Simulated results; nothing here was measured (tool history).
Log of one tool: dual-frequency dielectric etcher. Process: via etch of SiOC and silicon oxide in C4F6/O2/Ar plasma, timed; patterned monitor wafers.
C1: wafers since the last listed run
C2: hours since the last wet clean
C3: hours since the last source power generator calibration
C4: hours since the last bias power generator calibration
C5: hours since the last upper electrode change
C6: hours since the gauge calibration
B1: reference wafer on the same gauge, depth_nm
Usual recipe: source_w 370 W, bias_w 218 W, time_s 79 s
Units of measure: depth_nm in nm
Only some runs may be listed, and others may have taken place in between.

{"run": 1, "hour": 0.0, "source_w": 370, "bias_w": 184, "time_s": 79, "C1": 0, "C2": 116.3, "C3": 1560.9, "C4": 2307.6, "C5": 4025.8, "C6": 961.8, "B1": 97.2, "depth_nm": 86.4}
{"run": 2, "hour": 15.6, "source_w": 370, "bias_w": 184, "time_s": 79, "C1": 202, "C2": 131.9, "C3": 1576.5, "C4": 2323.2, "C5": 4041.4, "C6": 977.4, "B1": 97.4, "depth_nm": 86.2}
{"run": 3, "hour": 45.8, "source_w": 370, "bias_w": 184, "time_s": 79, "C1": 391, "C2": 162.1, "C3": 1606.7, "C4": 2353.4, "C5": 4071.6, "C6": 1007.6, "B1": 97.4, "depth_nm": 86.6}
{"hour": 66.0, "done": "gauge calibrated"}
{"run": 4, "hour": 71.8, "source_w": 370, "bias_w": 218, "time_s": 79, "C1": 336, "C2": 188.1, "C3": 1632.7, "C4": 2379.4, "C5": 4097.6, "C6": 5.8, "B1": 97.4, "depth_nm": 94.4}
{"run": 5, "hour": 93.6, "source_w": 370, "bias_w": 218, "time_s": 79, "C1": 282, "C2": 209.9, "C3": 1654.5, "C4": 2401.2, "C5": 4119.4, "C6": 27.6, "B1": 97.4, "depth_nm": 94.1}
{"run": 6, "hour": 122.0, "source_w": 370, "bias_w": 218, "time_s": 79, "C1": 367, "C2": 238.3, "C3": 1682.9, "C4": 2429.6, "C5": 4147.8, "C6": 56, "B1": 97.6, "depth_nm": 94.9}
{"run": 7, "hour": 136.0, "source_w": 370, "bias_w": 218, "time_s": 79, "C1": 181, "C2": 252.3, "C3": 1696.9, "C4": 2443.6, "C5": 4161.8, "C6": 70, "B1": 97.5, "depth_nm": 95}
{"hour": 141.5, "done": "bias power generator calibrated"}
{"run": 8, "hour": 148.7, "source_w": 370, "bias_w": 218, "time_s": 79, "C1": 112, "C2": 265, "C3": 1709.6, "C4": 7.2, "C5": 4174.5, "C6": 82.7, "B1": 97.3, "depth_nm": 94.8}
{"hour": 155.2, "done": "source power generator calibrated"}
{"run": 9, "hour": 184.1, "source_w": 370, "bias_w": 267, "time_s": 102, "C1": 406, "C2": 300.4, "C3": 28.9, "C4": 42.6, "C5": 4209.9, "C6": 118.1, "B1": 97.4, "depth_nm": 135.1}
{"run": 10, "hour": 210.8, "source_w": 370, "bias_w": 218, "time_s": 62.5, "C1": 345, "C2": 327.1, "C3": 55.6, "C4": 69.3, "C5": 4236.6, "C6": 144.8, "B1": 97.4, "depth_nm": 75.7}
{"hour": 246.5, "done": "upper electrode replaced"}
{"run": 11, "hour": 247.0, "source_w": 370, "bias_w": 218, "time_s": 79, "C1": 158, "C2": 363.3, "C3": 91.8, "C4": 105.5, "C5": 0.5, "C6": 181, "B1": 97.5, "depth_nm": 95.9}
{"run": 12, "hour": 274.1, "source_w": 370, "bias_w": 218, "time_s": 79, "C1": 351, "C2": 390.4, "C3": 118.9, "C4": 132.6, "C5": 27.6, "C6": 208.1, "B1": 97.5, "depth_nm": 96}
{"run": 13, "hour": 293.3, "source_w": 370, "bias_w": 218, "time_s": 79, "C1": 248, "C2": 409.6, "C3": 138.1, "C4": 151.8, "C5": 46.8, "C6": 227.3, "B1": 97.6, "depth_nm": 97}
{"hour": 326.4, "done": "wet clean of the chamber"}
{"run": 14, "hour": 326.9, "source_w": 330, "bias_w": 189, "time_s": 79, "C1": 124, "C2": 0.5, "C3": 171.7, "C4": 185.4, "C5": 80.4, "C6": 260.9, "B1": 97.4, "depth_nm": 83.8}
{"run": 15, "hour": 327.2, "source_w": 370, "bias_w": 195, "time_s": 79, "C1": 3, "C2": 0.8, "C3": 172, "C4": 185.7, "C5": 80.7, "C6": 261.2, "B1": 97.4, "depth_nm": 87.3}
{"run": 16, "hour": 334.5, "source_w": 450, "bias_w": 259, "time_s": 73, "C1": 94, "C2": 8.1, "C3": 179.3, "C4": 193, "C5": 88, "C6": 268.5, "B1": 97.5, "depth_nm": 97.8}
{"run": 17, "hour": 349.6, "source_w": 400, "bias_w": 170, "time_s": 79, "C1": 195, "C2": 23.2, "C3": 194.4, "C4": 208.1, "C5": 103.1, "C6": 283.6, "B1": 97.4, "depth_nm": 84.1}
{"run": 18, "hour": 370.2, "source_w": 440, "bias_w": 254, "time_s": 60, "C1": 266, "C2": 43.8, "C3": 215, "C4": 228.7, "C5": 123.7, "C6": 304.2, "B1": 97.5, "depth_nm": 79.3}
{"run": 19, "hour": 405.9, "source_w": 370, "bias_w": 236, "time_s": 59, "C1": 462, "C2": 79.5, "C3": 250.7, "C4": 264.4, "C5": 159.4, "C6": 339.9, "B1": 97.4, "depth_nm": 72}
{"run": 20, "hour": 441.3, "source_w": 280, "bias_w": 218, "time_s": 90, "C1": 458, "C2": 114.9, "C3": 286.1, "C4": 299.8, "C5": 194.8, "C6": 375.3, "B1": 97.3, "depth_nm": 98}
{"run": 21, "hour": 472.7, "source_w": 370, "bias_w": 218, "time_s": 89, "C1": 406, "C2": 146.3, "C3": 317.5, "C4": 331.2, "C5": 226.2, "C6": 406.7, "B1": 97.5, "depth_nm": 106}
{"run": 22, "hour": 488.4, "source_w": 370, "bias_w": 218, "time_s": 79, "C1": 203, "C2": 162, "C3": 333.2, "C4": 346.9, "C5": 241.9, "C6": 422.4, "B1": 97.2, "depth_nm": 93.9}
{"run": 23, "hour": 502.2, "source_w": 370, "bias_w": 250, "time_s": 79, "C1": 178, "C2": 175.8, "C3": 347, "C4": 360.7, "C5": 255.7, "C6": 436.2, "B1": 97.3, "depth_nm": 99.7}
{"run": 24, "hour": 519.6, "source_w": 370, "bias_w": 218, "time_s": 79, "C1": 225, "C2": 193.2, "C3": 364.4, "C4": 378.1, "C5": 273.1, "C6": 453.6, "B1": 97.4, "depth_nm": 94.8}
{"run": 25, "hour": 547.7, "source_w": 400, "bias_w": 232, "time_s": 79, "C1": 364, "C2": 221.3, "C3": 392.5, "C4": 406.2, "C5": 301.2, "C6": 481.7, "B1": 97.5, "depth_nm": 99.4}
{"run": 26, "hour": 579.0, "source_w": 370, "bias_w": 184, "time_s": 79, "C1": 405, "C2": 252.6, "C3": 423.8, "C4": 437.5, "C5": 332.5, "C6": 513, "B1": 97.6, "depth_nm": 87.3}
{"run": 27, "hour": 606.7, "source_w": 370, "bias_w": 218, "time_s": 79, "C1": 358, "C2": 280.3, "C3": 451.5, "C4": 465.2, "C5": 360.2, "C6": 540.7, "B1": 97.4, "depth_nm": 95}
{"run": 28, "hour": 642.4, "source_w": 420, "bias_w": 252, "time_s": 79, "C1": 462, "C2": 316, "C3": 487.2, "C4": 500.9, "C5": 395.9, "C6": 576.4, "B1": 97.3, "depth_nm": 105.8}
{"run": 29, "hour": 673.8, "source_w": 420, "bias_w": 237, "time_s": 64, "C1": 406, "C2": 347.4, "C3": 518.6, "C4": 532.3, "C5": 427.3, "C6": 607.8, "B1": 97.5, "depth_nm": 84}
{"run": 30, "hour": 686.8, "source_w": 370, "bias_w": 218, "time_s": 79, "C1": 168, "C2": 360.4, "C3": 531.6, "C4": 545.3, "C5": 440.3, "C6": 620.8, "B1": 97.5, "depth_nm": 95.8}

Selected run-to-run steps in depth_nm, each split into two signed amounts: the part the tool would show with no hidden state at all (from settings, incoming material and random variation), and the remainder, which goes to the hidden state together with any gauge scatter not common to the measured and the hidden-state-free results:
The tool's hidden condition here consists of: etch rate over this chamber's usual, %; source power that arrives over what is set, %; bias power that arrives over what is set, %; gauge reads high (%).
Run 8 -> 9: bias_w 218 -> 267, time_s 79 -> 102, source power generator calibrated. depth_nm +40.3 nm: hidden state +1.8, all else +38.5.
Run 9 -> 10: bias_w 267 -> 218, time_s 102 -> 62.5. depth_nm -59.4 nm: hidden state -1.8, all else -57.6.
Run 13 -> 14: source_w 370 -> 330, bias_w 218 -> 189, wet clean of the chamber. depth_nm -13.2 nm: hidden state -4.6, all else -8.6.
Run 19 -> 20: source_w 370 -> 280, bias_w 236 -> 218, time_s 59 -> 90. depth_nm +26 nm: hidden state +0.6, all else +25.4.
